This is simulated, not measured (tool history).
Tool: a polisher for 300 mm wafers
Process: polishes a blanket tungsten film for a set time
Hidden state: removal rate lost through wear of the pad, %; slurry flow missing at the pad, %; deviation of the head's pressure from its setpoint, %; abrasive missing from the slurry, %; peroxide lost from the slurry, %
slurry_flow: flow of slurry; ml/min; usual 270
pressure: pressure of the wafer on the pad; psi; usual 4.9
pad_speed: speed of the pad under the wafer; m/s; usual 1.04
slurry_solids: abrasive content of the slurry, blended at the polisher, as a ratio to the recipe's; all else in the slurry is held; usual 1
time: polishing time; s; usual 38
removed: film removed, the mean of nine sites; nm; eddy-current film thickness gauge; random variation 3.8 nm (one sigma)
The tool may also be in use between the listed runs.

run	day	slurry_flow	pressure	pad_speed	slurry_solids	time	wafers since the last listed run	wafers polished on this pad	hours since the slurry nozzle was cleaned	hours since the head pressure was calibrated	hours since the slurry blender was calibrated	hours since the slurry got fresh peroxide	incoming thickness of the incoming film, nm	removed
1	0	270	4.9	1.04	1	38	0	692	743.8	1064.4	218.4	126.8	698.2	220.9
# day 0.683: worn pad replaced by a new one
2	0.704	270	4.9	1.04	1.1	38	134	5	760.7	1081.3	235.3	143.7	700.8	238.8
# day 1.279: slurry tank refilled with fresh slurry and peroxide
3	2.321	270	4.9	1.04	1.1	38	392	397	799.5	1120.1	274.1	25	701.1	250
# day 2.617: slurry blender recalibrated
4	2.7	270	4.9	1.04	1.1	38	73	471	808.6	1129.2	2	34.1	710.6	250.4
5	3.117	270	4.9	1.04	1	38	103	575	818.6	1139.2	12	44.1	713.5	238.7
6	4.212	270	4.9	1.04	1	38	273	848	844.9	1165.5	38.3	70.4	690.5	234.1
# day 4.508: head pressure recalibrated
7	4.796	270	4.9	0.82	0.85	38	124	973	858.9	6.9	52.3	84.4	686.5	173.3
# day 5.004: worn pad replaced by a new one
8	5.054	270	4.9	0.82	0.85	38	22	12	865.1	13.1	58.5	90.6	696.1	173.9
9	5.512	320	4.9	1.04	1	38	114	127	876.1	24.1	69.5	101.6	694.4	231.9
10	6.196	270	4.9	1.04	1	38	170	297	892.5	40.5	85.9	118	687.1	223.4
11	6.55	270	5.3	1.18	1.15	48	88	385	901	49	94.4	126.5	704.1	364.6
# day 6.921: slurry nozzle cleaned
12	7.158	270	4.9	1.04	1	38	141	527	5.7	63.6	109	141.1	701.4	223.6
13	7.479	270	5.3	1.36	1.25	49	79	607	13.4	71.3	116.7	148.8	703.2	446.7
14	7.8	270	4.9	1.04	0.9	47	79	687	21.1	79	124.4	156.5	697.1	261.5
# day 8.279: worn pad replaced by a new one
15	8.425	270	3.4	0.7	1.25	38	114	36	36.1	94	139.4	171.5	691.3	109.5
# day 8.767: slurry tank refilled with fresh slurry and peroxide
16	9.171	235	5.9	1.04	0.75	45	175	211	54	111.9	157.3	9.7	701	327.3
17	9.588	270	5.8	0.72	1	29	103	315	64	121.9	167.3	19.7	698.5	154.3
18	9.946	270	4.9	1.04	0.8	38	89	404	72.6	130.5	175.9	28.3	693.2	231.1
19	10.596	270	6.5	1.04	1	47	162	567	88.2	146.1	191.5	43.9	697.9	402.3

The next listed run, before its measurement:
20	11.221	270	3.5	1.04	1	38	155	722	103.2	161.1	206.5	58.9	697.5	?

{"run 20": {"removed": 169.5}}
Without the tool's hidden state the same run would have given removed 188.3 nm.

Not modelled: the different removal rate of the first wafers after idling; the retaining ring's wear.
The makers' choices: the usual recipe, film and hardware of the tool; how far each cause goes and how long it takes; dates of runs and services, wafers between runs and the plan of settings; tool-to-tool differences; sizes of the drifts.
